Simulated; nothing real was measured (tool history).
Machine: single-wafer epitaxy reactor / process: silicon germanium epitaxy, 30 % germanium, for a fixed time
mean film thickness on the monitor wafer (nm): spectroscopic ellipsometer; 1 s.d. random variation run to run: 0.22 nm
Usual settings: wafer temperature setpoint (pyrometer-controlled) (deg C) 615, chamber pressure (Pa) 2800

run    hour  wafer temperature setpoint (pyrometer-controlled) (deg C)  chamber pressure (Pa)  read-back reference wafer on the same gauge, thickness_nm  mean film thickness on the monitor wafer (nm)
  1     0.0                                                        615                   2800                                                     92.337                                         75.727
  2    24.1                                                        615                   2800                                                     92.180                                         76.286
  3    62.6                                                        615                   2800                                                     92.130                                         76.309
  4   131.2                                                        615                   2800                                                     92.099                                         76.153
  5   165.6                                                        615                   2800                                                     92.177                                         76.455
  6   234.9                                                        606                   2280                                                     92.274                                         58.324
  7   299.7                                                        606                   2280                                                     92.052                                         58.441
  8   341.5                                                        615                   2800                                                     92.159                                         76.107
      370.3  -- pyrometer calibrated
  9   506.0                                                        615                   2800                                                     92.318                                         77.767
 10   530.6                                                        615                   2800                                                     92.196                                         77.386
 11   570.1                                                        615                   2800                                                     92.229                                         77.511
 12   640.9                                                        612                   2426                                                     92.254                                         68.881
 13   709.2                                                        604                   2600                                                     92.179                                         59.718
 14   747.7                                                        604                   2600                                                     92.185                                         59.653
 15   772.2                                                        604                   2600                                                     92.161                                         59.581
 16   825.5                                                        627                   3000                                                     92.153                                        100.474
 17   869.1                                                        627                   3133                                                     92.241                                        101.301
 18   907.4                                                        621                   2800                                                     92.278                                         86.417
 19   962.9                                                        615                   2800                                                     92.114                                         76.487
      997.2  -- gauge calibrated
 20  1030.7                                                        610                   2293                                                     92.179                                         64.013
 21  1094.1                                                        602                   2413                                                     92.306                                         55.086
 22  1154.4                                                        603                   3413                                                     92.148                                         64.562
 23  1205.5                                                        604                   3013                                                     92.102                                         62.699
 24  1269.3                                                        627                   2613                                                     92.026                                         93.972
 25  1295.0                                                        615                   2800                                                     92.026                                         76.348
     1341.1  -- capacitance manometer re-zeroed and calibrated
     1341.6  -- showerhead replaced
 26  1362.6                                                        605                   3160                                                     92.166                                         64.901
 27  1404.1                                                        627                   3173                                                     92.303                                        101.551
 28  1468.7                                                        615                   2800                                                     92.228                                         75.813
 29  1527.8                                                        630                   2133                                                     92.082                                         92.311
 30  1576.7                                                        615                   2800                                                     92.259                                         75.424
 31  1635.9                                                        602                   2800                                                     92.113                                         58.123
 32  1679.9                                                        623                   3053                                                     92.268                                         91.961
 33  1751.5                                                        623                   2800                                                     92.248                                         89.123
 34  1809.6                                                        604                   2373                                                     92.198                                         57.106
 35  1852.8                                                        615                   2800                                                     92.184                                         75.451

Hidden state, per run?
true pressure above the setpoint (%): 0 at every run
gauge reads high (%): 0 at every run
H1: wafer temperature above the value expected at the setpoint (K)
run      H1
  1   -1.63
  2   -1.63
  3   -1.64
  4   -1.65
  5   -1.66
  6   -1.67
  7   -1.67
  8   -1.68
  9  -0.499
 10  -0.557
 11  -0.645
 12  -0.788
 13  -0.912
 14  -0.976
 15   -1.01
 16   -1.09
 17   -1.15
 18    -1.2
 19   -1.27
 20   -1.34
 21    -1.4
 22   -1.45
 23   -1.49
 24   -1.54
 25   -1.56
 26    -1.6
 27   -1.62
 28   -1.66
 29   -1.69
 30   -1.71
 31   -1.73
 32   -1.75
 33   -1.77
 34   -1.79
 35    -1.8
